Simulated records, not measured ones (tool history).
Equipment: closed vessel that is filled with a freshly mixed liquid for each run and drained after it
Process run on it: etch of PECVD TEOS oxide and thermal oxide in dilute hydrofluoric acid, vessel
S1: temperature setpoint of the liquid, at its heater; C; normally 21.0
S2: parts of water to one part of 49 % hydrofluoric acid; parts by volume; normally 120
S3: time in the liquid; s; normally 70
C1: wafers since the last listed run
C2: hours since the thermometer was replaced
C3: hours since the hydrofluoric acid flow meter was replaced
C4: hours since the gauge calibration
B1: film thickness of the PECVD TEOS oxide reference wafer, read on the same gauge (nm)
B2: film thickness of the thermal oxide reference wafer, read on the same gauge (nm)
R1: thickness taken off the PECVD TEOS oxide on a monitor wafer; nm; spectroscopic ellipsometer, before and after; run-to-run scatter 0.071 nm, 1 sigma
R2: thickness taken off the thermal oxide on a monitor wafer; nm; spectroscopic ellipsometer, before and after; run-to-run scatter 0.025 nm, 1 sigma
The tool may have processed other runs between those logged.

Run 1, hour 0.0: usual settings; C1 0; C2 1219.8; C3 997.2; C4 57.4; B1 60.00; B2 100.028. Result: R1 13.07 nm, R2 2.502 nm.
Run 2, hour 27.4: usual settings; C1 2708; C2 1247.2; C3 1024.6; C4 84.8; B1 60.06; B2 99.994. Result: R1 13.20 nm, R2 2.435 nm.
At hour 38.4: hydrofluoric acid flow meter replaced.
Run 3, hour 52.1: usual settings; C1 2342; C2 1271.9; C3 13.7; C4 109.5; B1 59.98; B2 100.011. Result: R1 12.76 nm, R2 2.435 nm.
Run 4, hour 80.1: usual settings; C1 2767; C2 1299.9; C3 41.7; C4 137.5; B1 60.05; B2 100.002. Result: R1 12.65 nm, R2 2.364 nm.
Run 5, hour 101.0: usual settings; C1 2065; C2 1320.8; C3 62.6; C4 158.4; B1 60.02; B2 99.996. Result: R1 12.61 nm, R2 2.378 nm.
Run 6, hour 119.8: usual settings but S1 26.0 C, S2 150 parts by volume, S3 100 s; C1 1858; C2 1339.6; C3 81.4; C4 177.2; B1 60.01; B2 100.022. Result: R1 17.06 nm, R2 3.234 nm.
Run 7, hour 134.8: usual settings but S3 55 s; C1 1482; C2 1354.6; C3 96.4; C4 192.2; B1 59.99; B2 99.999. Result: R1 9.94 nm, R2 1.898 nm.
Run 8, hour 169.3: usual settings but S1 26.0 C, S2 160 parts by volume, S3 55 s; C1 3410; C2 1389.1; C3 130.9; C4 226.7; B1 60.01; B2 99.993. Result: R1 8.78 nm, R2 1.654 nm.
Run 9, hour 202.9: usual settings; C1 3321; C2 1422.7; C3 164.5; C4 260.3; B1 60.01; B2 100.007. Result: R1 12.64 nm, R2 2.374 nm.
Run 10, hour 236.5: usual settings but S1 24.5 C, S2 90 parts by volume, S3 50 s; C1 3321; C2 1456.3; C3 198.1; C4 293.9; B1 60.02; B2 99.978. Result: R1 14.32 nm, R2 2.718 nm.
Run 11, hour 250.1: usual settings but S2 155 parts by volume; C1 1344; C2 1469.9; C3 211.7; C4 307.5; B1 60.03; B2 99.996. Result: R1 9.36 nm, R2 1.743 nm.
Run 12, hour 269.0: usual settings but S1 18.5 C, S2 155 parts by volume; C1 1868; C2 1488.8; C3 230.6; C4 326.4; B1 60.05; B2 99.983. Result: R1 8.57 nm, R2 1.593 nm.
Run 13, hour 303.0: usual settings but S2 175 parts by volume; C1 3360; C2 1522.8; C3 264.6; C4 360.4; B1 59.97; B2 100.000. Result: R1 8.23 nm, R2 1.508 nm.
At hour 307.4: thermometer replaced.
Run 14, hour 322.8: usual settings; C1 1858; C2 15.4; C3 284.4; C4 380.2; B1 59.98; B2 100.003. Result: R1 13.46 nm, R2 2.574 nm.
Run 15, hour 336.9: usual settings but S1 17.0 C, S2 75 parts by volume, S3 50 s; C1 1393; C2 29.5; C3 298.5; C4 394.3; B1 60.03; B2 100.001. Result: R1 13.74 nm, R2 2.604 nm.
Run 16, hour 357.7: usual settings; C1 2055; C2 50.3; C3 319.3; C4 415.1; B1 60.03; B2 99.972. Result: R1 13.55 nm, R2 2.557 nm.
Run 17, hour 370.2: usual settings but S1 18.5 C, S2 70 parts by volume; C1 1235; C2 62.8; C3 331.8; C4 427.6; B1 59.98; B2 100.010. Result: R1 22.03 nm, R2 4.255 nm.
Run 18, hour 383.1: usual settings but S1 18.5 C, S2 135 parts by volume; C1 1275; C2 75.7; C3 344.7; C4 440.5; B1 60.04; B2 99.984. Result: R1 10.60 nm, R2 2.040 nm.
Run 19, hour 424.5: usual settings but S1 23.0 C, S2 65 parts by volume, S3 90 s; C1 4092; C2 117.1; C3 386.1; C4 481.9; B1 59.98; B2 100.005. Result: R1 37.18 nm, R2 7.108 nm.
Run 20, hour 441.3: usual settings but S1 23.5 C; C1 1660; C2 133.9; C3 402.9; C4 498.7; B1 60.01; B2 99.975. Result: R1 15.01 nm, R2 2.811 nm.
Run 21, hour 472.7: usual settings but S1 17.0 C; C1 3103; C2 165.3; C3 434.3; C4 530.1; B1 60.00; B2 100.000. Result: R1 11.53 nm, R2 2.179 nm.
Run 22, hour 487.5: usual settings; C1 1462; C2 180.1; C3 449.1; C4 544.9; B1 60.01; B2 99.988. Result: R1 13.55 nm, R2 2.547 nm.
Run 23, hour 511.9: usual settings but S1 18.5 C, S2 150 parts by volume, S3 55 s; C1 2411; C2 204.5; C3 473.5; C4 569.3; B1 60.02; B2 99.982. Result: R1 7.41 nm, R2 1.394 nm.
Run 24, hour 524.8: usual settings but S1 25.5 C, S3 35 s; C1 1275; C2 217.4; C3 486.4; C4 582.2; B1 60.03; B2 100.008. Result: R1 8.10 nm, R2 1.537 nm.
Run 25, hour 554.5: usual settings but S1 25.0 C, S2 170 parts by volume, S3 95 s; C1 2935; C2 247.1; C3 516.1; C4 611.9; B1 60.02; B2 99.992. Result: R1 14.41 nm, R2 2.708 nm.

Here are 5 independent what-if runs from the current tool condition. What would each one return?
Run A, hour 555.2: usual settings; C1 69; C2 247.8; C3 516.8; C4 612.6; B1 ?; B2 ?. Result: R1 ?, R2 ?.
Run B, hour 555.2: usual settings but S1 19.0 C, S2 100 parts by volume, S3 95 s; C1 69; C2 247.8; C3 516.8; C4 612.6; B1 ?; B2 ?. Result: R1 ?, R2 ?.
Run C, hour 555.2: usual settings but S1 23.0 C, S2 80 parts by volume; C1 69; C2 247.8; C3 516.8; C4 612.6; B1 ?; B2 ?. Result: R1 ?, R2 ?.
Run D, hour 555.2: usual settings but S1 17.0 C, S3 55 s; C1 69; C2 247.8; C3 516.8; C4 612.6; B1 ?; B2 ?. Result: R1 ?, R2 ?.
Run E, hour 555.2: usual settings but S1 19.0 C, S2 145 parts by volume, S3 100 s; C1 69; C2 247.8; C3 516.8; C4 612.6; B1 ?; B2 ?. Result: R1 ?, R2 ?.

run     B1      B2     R1     R2
  A  60.01  99.991  13.52  2.580
  B  60.01  99.991  20.72  3.955
  C  60.01  99.991  23.02  4.393
  D  60.01  99.991   9.01  1.719
  E  60.01  99.991  14.36  2.741
With no hidden state in the tool, these same runs would have given:
run     R1     R2
  A  13.61  2.597
  B  20.88  3.985
  C  23.19  4.426
  D   9.08  1.732
  E  14.45  2.759
